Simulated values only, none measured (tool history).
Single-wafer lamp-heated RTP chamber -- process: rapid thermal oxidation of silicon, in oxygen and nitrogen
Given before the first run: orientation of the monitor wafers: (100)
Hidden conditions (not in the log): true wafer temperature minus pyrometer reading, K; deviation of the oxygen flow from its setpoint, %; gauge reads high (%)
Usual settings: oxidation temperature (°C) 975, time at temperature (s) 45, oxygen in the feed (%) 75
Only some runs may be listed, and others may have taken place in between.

| run | hour | oxidation temperature (°C) | time at temperature (s) | oxygen in the feed (%) | wafers since the last listed run | wafers since the last pyrometer calibration | hours since the oxygen flow controller was replaced | hours since the gauge calibration | read-back reference wafer on the same gauge, thickness | oxide thickness on the monitor wafer (Å) |
|---|---|---|---|---|---|---|---|---|---|---|
| 1 | 0.0 | 975 | 45 | 75 | 0 | 4839 | 4503.1 | 55.4 | 4.210 | 43.56 |
| 2 | 6.2 | 975 | 45 | 75 | 78 | 4918 | 4509.3 | 61.6 | 4.210 | 43.54 |
| 3 | 21.9 | 975 | 45 | 75 | 199 | 5117 | 4525.0 | 77.3 | 4.210 | 43.61 |
| 4 | 36.6 | 975 | 45 | 75 | 186 | 5304 | 4539.7 | 92.0 | 4.211 | 43.61 |
| 5 | 49.6 | 975 | 45 | 75 | 165 | 5469 | 4552.7 | 105.0 | 4.210 | 43.77 |
| 6 | 60.0 | 975 | 45 | 60 | 132 | 5602 | 4563.1 | 115.4 | 4.212 | 40.91 |
|  | 97.9 | oxygen flow controller replaced |
| 7 | 105.8 | 975 | 45 | 60 | 480 | 6082 | 7.9 | 161.2 | 4.210 | 40.93 |
|  | 126.6 | pyrometer window cleaned and pyrometer calibrated |
| 8 | 127.1 | 1003 | 26 | 47 | 169 | 6 | 29.2 | 182.5 | 4.208 | 36.03 |
|  | 131.0 | gauge calibrated |
| 9 | 140.8 | 963 | 28 | 95 | 174 | 181 | 42.9 | 9.8 | 4.211 | 35.29 |
| 10 | 147.6 | 975 | 45 | 75 | 86 | 267 | 49.7 | 16.6 | 4.211 | 42.68 |
| 11 | 177.5 | 964 | 32 | 98 | 380 | 647 | 79.6 | 46.5 | 4.209 | 37.66 |
| 12 | 184.4 | 961 | 59 | 87 | 87 | 735 | 86.5 | 53.4 | 4.208 | 45.27 |
| 13 | 202.3 | 975 | 45 | 56 | 227 | 962 | 104.4 | 71.3 | 4.210 | 39.20 |
| 14 | 213.8 | 975 | 45 | 75 | 146 | 1109 | 115.9 | 82.8 | 4.210 | 42.74 |
| 15 | 220.9 | 946 | 45 | 87 | 90 | 1199 | 123.0 | 89.9 | 4.211 | 36.97 |

Each row is a separate what-if for the run after 15, all from the same tool condition, not one after another. Results?
| A | 221.3 | 975 | 45 | 52 | 5 | 1204 | 123.4 | 90.3 | ? | ? |
| B | 221.3 | 1002 | 53 | 85 | 5 | 1204 | 123.4 | 90.3 | ? | ? |
| C | 221.3 | 960 | 63 | 48 | 5 | 1204 | 123.4 | 90.3 | ? | ? |
| D | 221.3 | 1004 | 63 | 49 | 5 | 1204 | 123.4 | 90.3 | ? | ? |
| E | 221.3 | 997 | 29 | 84 | 5 | 1204 | 123.4 | 90.3 | ? | ? |

| run | read-back reference wafer on the same gauge, thickness | oxide thickness on the monitor wafer (Å) |
|---|---|---|
| A | 4.209 | 38.44 |
| B | 4.209 | 57.80 |
| C | 4.209 | 38.77 |
| D | 4.209 | 52.38 |
| E | 4.209 | 43.27 |
With no hidden state in the tool, these same runs would have given:
| run | oxide thickness on the monitor wafer (Å) |
|---|---|
| A | 38.20 |
| B | 57.39 |
| C | 38.53 |
| D | 52.02 |
| E | 42.98 |
